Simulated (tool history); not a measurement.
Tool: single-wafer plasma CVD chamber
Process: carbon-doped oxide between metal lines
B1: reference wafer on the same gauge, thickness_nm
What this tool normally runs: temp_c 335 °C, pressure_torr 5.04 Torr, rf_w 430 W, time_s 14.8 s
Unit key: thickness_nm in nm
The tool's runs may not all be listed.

{"run": 1, "hour": 0.0, "temp_c": 335, "pressure_torr": 5.04, "rf_w": 430, "time_s": 13.3, "B1": 81.336, "thickness_nm": 67.093}
{"hour": 54.4, "done": "showerhead replaced"}
{"run": 2, "hour": 54.9, "temp_c": 335, "pressure_torr": 5.04, "rf_w": 430, "time_s": 14.8, "B1": 81.459, "thickness_nm": 74.726}
{"run": 3, "hour": 85.8, "temp_c": 335, "pressure_torr": 5.04, "rf_w": 430, "time_s": 14.8, "B1": 81.406, "thickness_nm": 74.985}
{"run": 4, "hour": 122.2, "temp_c": 329, "pressure_torr": 5.04, "rf_w": 430, "time_s": 14.8, "B1": 81.231, "thickness_nm": 75.764}
{"run": 5, "hour": 175.2, "temp_c": 329, "pressure_torr": 5.04, "rf_w": 430, "time_s": 14.8, "B1": 81.372, "thickness_nm": 76.925}
{"run": 6, "hour": 211.6, "temp_c": 329, "pressure_torr": 5.04, "rf_w": 430, "time_s": 14.8, "B1": 81.431, "thickness_nm": 76.691}
{"run": 7, "hour": 256.2, "temp_c": 332, "pressure_torr": 5.04, "rf_w": 430, "time_s": 14.8, "B1": 81.584, "thickness_nm": 75.462}
{"run": 8, "hour": 322.3, "temp_c": 346, "pressure_torr": 4, "rf_w": 515, "time_s": 15.9, "B1": 81.248, "thickness_nm": 84.912}
{"hour": 326.5, "done": "gauge calibrated"}
{"run": 9, "hour": 387.6, "temp_c": 335, "pressure_torr": 4.05, "rf_w": 430, "time_s": 14.8, "B1": 77.799, "thickness_nm": 69.576}
{"run": 10, "hour": 444.0, "temp_c": 329, "pressure_torr": 5.04, "rf_w": 430, "time_s": 14.8, "B1": 78.154, "thickness_nm": 72.886}
{"run": 11, "hour": 529.5, "temp_c": 340, "pressure_torr": 5.04, "rf_w": 430, "time_s": 13.6, "B1": 78.739, "thickness_nm": 65.107}
{"run": 12, "hour": 578.3, "temp_c": 323, "pressure_torr": 4.54, "rf_w": 430, "time_s": 14.8, "B1": 78.799, "thickness_nm": 75.315}
{"run": 13, "hour": 617.2, "temp_c": 335, "pressure_torr": 6.28, "rf_w": 490, "time_s": 12.2, "B1": 78.993, "thickness_nm": 68.01}
{"run": 14, "hour": 647.7, "temp_c": 335, "pressure_torr": 5.04, "rf_w": 430, "time_s": 14.8, "B1": 79.074, "thickness_nm": 72.991}
{"run": 15, "hour": 682.5, "temp_c": 335, "pressure_torr": 5.04, "rf_w": 490, "time_s": 14.8, "B1": 79.161, "thickness_nm": 78.796}
{"run": 16, "hour": 743.3, "temp_c": 335, "pressure_torr": 5.04, "rf_w": 485, "time_s": 14.8, "B1": 79.596, "thickness_nm": 80.207}
{"run": 17, "hour": 790.4, "temp_c": 341, "pressure_torr": 5.04, "rf_w": 505, "time_s": 15.6, "B1": 79.585, "thickness_nm": 84.799}
{"hour": 818.3, "done": "thermocouple changed; heater temperature recalibrated"}
{"run": 18, "hour": 823.1, "temp_c": 340, "pressure_torr": 5.51, "rf_w": 360, "time_s": 11.9, "B1": 79.756, "thickness_nm": 50.786}
{"run": 19, "hour": 894.6, "temp_c": 335, "pressure_torr": 5.04, "rf_w": 430, "time_s": 14.8, "B1": 79.783, "thickness_nm": 73.666}
{"run": 20, "hour": 926.8, "temp_c": 349, "pressure_torr": 4.61, "rf_w": 430, "time_s": 15.6, "B1": 79.941, "thickness_nm": 72.912}
{"run": 21, "hour": 955.5, "temp_c": 335, "pressure_torr": 5.04, "rf_w": 430, "time_s": 14.8, "B1": 80.161, "thickness_nm": 73.079}
{"run": 22, "hour": 993.4, "temp_c": 335, "pressure_torr": 6.3, "rf_w": 430, "time_s": 15.8, "B1": 80.098, "thickness_nm": 81.498}
{"hour": 1014.6, "done": "RF generator calibrated"}
{"run": 23, "hour": 1019.3, "temp_c": 335, "pressure_torr": 5.04, "rf_w": 485, "time_s": 14.8, "B1": 80.126, "thickness_nm": 79.59}
{"run": 24, "hour": 1080.9, "temp_c": 335, "pressure_torr": 5.04, "rf_w": 450, "time_s": 14.8, "B1": 80.29, "thickness_nm": 76.289}
{"run": 25, "hour": 1138.9, "temp_c": 335, "pressure_torr": 5.04, "rf_w": 430, "time_s": 14.8, "B1": 80.501, "thickness_nm": 74.401}
{"run": 26, "hour": 1190.9, "temp_c": 335, "pressure_torr": 5.04, "rf_w": 365, "time_s": 17.2, "B1": 80.668, "thickness_nm": 74.862}
{"run": 27, "hour": 1247.2, "temp_c": 328, "pressure_torr": 5.04, "rf_w": 430, "time_s": 14.8, "B1": 80.703, "thickness_nm": 76.475}
{"run": 28, "hour": 1275.5, "temp_c": 335, "pressure_torr": 5.04, "rf_w": 430, "time_s": 14.8, "B1": 80.573, "thickness_nm": 74.014}

Branching from run 28: 5 alternative next runs. What would each branch give?
{"run": "A", "hour": 1275.9, "temp_c": 335, "pressure_torr": 4.52, "rf_w": 430, "time_s": 14.8, "B1": "?", "thickness_nm": "?"}
{"run": "B", "hour": 1275.9, "temp_c": 335, "pressure_torr": 5.79, "rf_w": 355, "time_s": 13.7, "B1": "?", "thickness_nm": "?"}
{"run": "C", "hour": 1275.9, "temp_c": 326, "pressure_torr": 4.31, "rf_w": 430, "time_s": 14.8, "B1": "?", "thickness_nm": "?"}
{"run": "D", "hour": 1275.9, "temp_c": 321, "pressure_torr": 3.87, "rf_w": 430, "time_s": 13.6, "B1": "?", "thickness_nm": "?"}
{"run": "E", "hour": 1275.9, "temp_c": 324, "pressure_torr": 4.51, "rf_w": 430, "time_s": 14.8, "B1": "?", "thickness_nm": "?"}

run=A B1=80.588 thickness_nm=72.657
run=B B1=80.588 thickness_nm=59.603
run=C B1=80.588 thickness_nm=74.617
run=D B1=80.588 thickness_nm=69.069
run=E B1=80.588 thickness_nm=75.617
Without the tool's unlogged condition, the same runs would have read:
run=A thickness_nm=70.205
run=B thickness_nm=57.591
run=C thickness_nm=72.099
run=D thickness_nm=66.738
run=E thickness_nm=73.064
